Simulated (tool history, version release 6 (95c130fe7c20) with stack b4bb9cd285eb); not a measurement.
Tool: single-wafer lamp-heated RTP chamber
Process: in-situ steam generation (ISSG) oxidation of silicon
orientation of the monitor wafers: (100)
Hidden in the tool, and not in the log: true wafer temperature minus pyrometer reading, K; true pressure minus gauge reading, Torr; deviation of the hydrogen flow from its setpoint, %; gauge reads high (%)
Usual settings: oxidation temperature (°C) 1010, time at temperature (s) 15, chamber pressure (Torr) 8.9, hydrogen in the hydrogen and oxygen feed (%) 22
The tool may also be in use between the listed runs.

run     day  oxidation temperature (°C)  time at temperature (s)  chamber pressure (Torr)  hydrogen in the hydrogen and oxygen feed (%)  wafers since the last listed run  wafers since the last pyrometer calibration  hours since the pressure gauge was zeroed  hours since the hydrogen flow controller was replaced  hours since the gauge calibration  read-back reference wafer on the same gauge, thickness  oxide thickness on the monitor wafer (nm)
  1       0                        1010                       15                      8.9                                            18                                 0                                         5924                                     3294.6                                                 5066.1                              338.6                                                   4.143                                      4.928
  2   1.333                        1010                       15                      8.9                                            22                               315                                         6240                                     3326.6                                                 5098.1                              370.6                                                   4.142                                      5.154
  3   2.754                        1010                       15                      8.9                                            22                               336                                         6576                                     3360.7                                                 5132.2                              404.7                                                   4.147                                      5.162
  4   4.238                        1010                       15                      8.9                                            22                               351                                         6928                                     3396.3                                                 5167.8                              440.3                                                   4.146                                      5.174
  5   5.242                        1010                       15                      8.9                                            22                               237                                         7165                                     3420.4                                                 5191.9                              464.4                                                    4.14                                      5.148
  6   6.192                        1010                       15                      9.4                                            22                               224                                         7390                                     3443.2                                                 5214.7                              487.2                                                    4.15                                      5.136
  7   7.604                        1010                       15                      9.4                                            22                               334                                         7725                                     3477.1                                                 5248.6                              521.1                                                   4.138                                      5.114
  8   8.312                        1010                       15                      9.4                                            22                               167                                         7893                                     3494.1                                                 5265.6                              538.1                                                   4.136                                      5.093
      8.679  -- pyrometer window cleaned and pyrometer calibrated
  9   9.633                        1010                       15                      8.9                                            22                               233                                          225                                     3525.8                                                 5297.3                              569.8                                                   4.141                                      4.963
      10.05  -- gauge calibrated
 10  10.262                        1010                       15                      8.9                                            22                               148                                          374                                     3540.9                                                 5312.4                                5.1                                                   4.146                                      4.958
 11  11.104                        1010                       15                      8.9                                            22                               199                                          574                                     3561.1                                                 5332.6                               25.3                                                   4.144                                      4.976
 12  12.304                        1010                       15                      8.9                                            13                               284                                          858                                     3589.9                                                 5361.4                               54.1                                                   4.144                                      4.424
     13.117  -- hydrogen flow controller replaced
 13  13.404                        1010                       18                      8.9                                            31                               181                                         1039                                     3616.3                                                    6.9                               80.5                                                   4.137                                      5.909
 14  14.717                        1000                       13                      9.5                                            28                               310                                         1350                                     3647.8                                                   38.4                                112                                                   4.145                                      4.788
 15  16.046                        1010                       15                      8.9                                            22                               314                                         1665                                     3679.7                                                   70.3                              143.9                                                   4.143                                      5.049
 16  17.221                        1026                        9                      8.4                                            26                               278                                         1943                                     3707.9                                                   98.5                              172.1                                                   4.142                                       4.52
     18.229  -- pressure gauge zeroed
 17   18.25                         991                       18                        8                                            19                               164                                         2108                                        0.5                                                  123.2                              196.8                                                   4.138                                      4.966
 18  19.212                        1010                       11                      8.9                                            31                               227                                         2336                                       23.6                                                  146.3                              219.9                                                   4.147                                       4.86
 19  20.642                        1005                       15                      8.9                                            22                               338                                         2674                                       57.9                                                  180.6                              254.2                                                   4.142                                      4.999
 20  21.954                        1010                       15                      8.9                                            22                               310                                         2985                                       89.4                                                  212.1                              285.7                                                   4.147                                      5.088
 21  23.238                        1018                       15                      8.9                                            18                               303                                         3289                                      120.2                                                  242.9                              316.5                                                   4.139                                      5.001

Forecast each of these 5 alternatives for the next run:
  A  23.254                        1010                       15                      9.7                                            22                                 3                                         3293                                      120.6                                                  243.3                              316.9                                                       ?                                          ?
  B  23.254                        1010                        9                      8.9                                            15                                 3                                         3293                                      120.6                                                  243.3                              316.9                                                       ?                                          ?
  C  23.254                        1025                       15                      8.9                                            27                                 3                                         3293                                      120.6                                                  243.3                              316.9                                                       ?                                          ?
  D  23.254                        1000                       18                      7.7                                            18                                 3                                         3293                                      120.6                                                  243.3                              316.9                                                       ?                                          ?
  E  23.254                         997                       18                      8.9                                            15                                 3                                         3293                                      120.6                                                  243.3                              316.9                                                       ?                                          ?

run  read-back reference wafer on the same gauge, thickness  oxide thickness on the monitor wafer (nm)
  A                                                    4.13                                      5.037
  B                                                    4.13                                      3.691
  C                                                    4.13                                      5.725
  D                                                    4.13                                      5.108
  E                                                    4.13                                      4.826
Without the tool's hidden state the same runs would have given:
run  oxide thickness on the monitor wafer (nm)
  A                                      4.888
  B                                      3.599
  C                                      5.538
  D                                      4.958
  E                                      4.688
